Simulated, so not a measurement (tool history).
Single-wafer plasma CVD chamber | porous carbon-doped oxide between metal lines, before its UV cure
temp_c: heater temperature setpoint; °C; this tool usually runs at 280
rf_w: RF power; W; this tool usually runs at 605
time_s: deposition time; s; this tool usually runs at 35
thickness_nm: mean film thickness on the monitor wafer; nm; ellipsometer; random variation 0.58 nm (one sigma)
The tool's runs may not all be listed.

run   hour  temp_c  rf_w  time_s  wafers since the last listed run  hours since the last thermocouple change  hours since the last RF generator calibration  hours since the showerhead was replaced  hours since the gauge calibration  read-back reference wafer on the same gauge, thickness_nm  thickness_nm
  1      0     280   605      35                                 0                                     742.2                                         1704.5                                   5256.5                              604.2                                                    222.988       236.089
  2   26.3     280   605      35                               517                                     768.5                                         1730.8                                   5282.8                              630.5                                                    222.862       235.089
  3   55.3     280   570      35                               570                                     797.5                                         1759.8                                   5311.8                              659.5                                                     223.14       222.014
  4   80.5     291   605    39.6                               495                                     822.7                                           1785                                     5337                              684.7                                                    222.887       247.915
  5  104.8     280   605      35                               477                                       847                                         1809.3                                   5361.3                                709                                                    222.854       235.252
  6  122.6     280   605      35                               350                                     864.8                                         1827.1                                   5379.1                              726.8                                                    222.929       236.301
     127.7  -- gauge calibrated
  7  151.8     280   605      35                               574                                       894                                         1856.3                                   5408.3                               24.1                                                    222.958       236.224
  8  246.6     280   605    33.5                              1864                                     988.8                                         1951.1                                   5503.1                              118.9                                                    222.865       225.581
  9  279.5     280   605      35                               646                                    1021.7                                           1984                                     5536                              151.8                                                    223.024       236.263
 10  299.6     280   605      35                               395                                    1041.8                                         2004.1                                   5556.1                              171.9                                                    223.038       235.213
 11  312.7     280   605      35                               257                                    1054.9                                         2017.2                                   5569.2                                185                                                     222.93       235.897
 12  326.7     285   605      35                               275                                    1068.9                                         2031.2                                   5583.2                                199                                                    222.924       228.331
     336.3  -- RF generator calibrated
 13  353.1     285   605      35                               361                                    1095.3                                           16.8                                   5609.6                              225.4                                                     222.95       227.998
 14  373.2     284   605    30.6                               395                                    1115.4                                           36.9                                   5629.7                              245.5                                                    223.037       201.712
 15  403.9     280   605      35                               603                                    1146.1                                           67.6                                   5660.4                              276.2                                                     222.87       235.867
 16  428.3     280   665    32.4                               479                                    1170.5                                             92                                   5684.8                              300.6                                                    222.988       238.959
 17  462.6     268   605    30.2                               674                                    1204.8                                          126.3                                   5719.1                              334.9                                                    222.924       221.974
 18  494.6     280   605      35                               629                                    1236.8                                          158.3                                   5751.1                              366.9                                                    223.055       236.265
 19  521.1     280   605    40.8                               521                                    1263.3                                          184.8                                   5777.6                              393.4                                                    223.019       274.019
 20  555.8     273   605      35                               682                                      1298                                          219.5                                   5812.3                              428.1                                                    223.117       246.539
 21  591.1     270   525    28.4                               694                                    1333.3                                          254.8                                   5847.6                              463.4                                                    222.981       177.461
 22    624     286   635    30.5                               646                                    1366.2                                          287.7                                   5880.5                              496.3                                                    223.094       207.308
 23  652.6     286   570      33                               562                                    1394.8                                          316.3                                   5909.1                              524.9                                                    222.794       201.591
     666.9  -- thermocouple changed; heater temperature recalibrated
 24    688     289   605      35                               538                                      21.1                                          351.7                                   5944.5                              560.3                                                    223.012       222.107
     709.1  -- showerhead replaced
     774.3  -- gauge calibrated
 25  777.2     265   515    38.9                              1596                                     110.3                                          440.9                                     68.1                                2.9                                                    223.018       244.192

What will run 26 give?
 26  805.4     280   605      35                               554                                     138.5                                          469.1                                     96.3                               31.1                                                          ?             ?

Run 26 came out at read-back reference wafer on the same gauge, thickness_nm 223.052, thickness_nm 235.514 nm.
With the hidden condition absent and the run-to-run variation left alone, this run would have shown thickness_nm 235.514 nm.
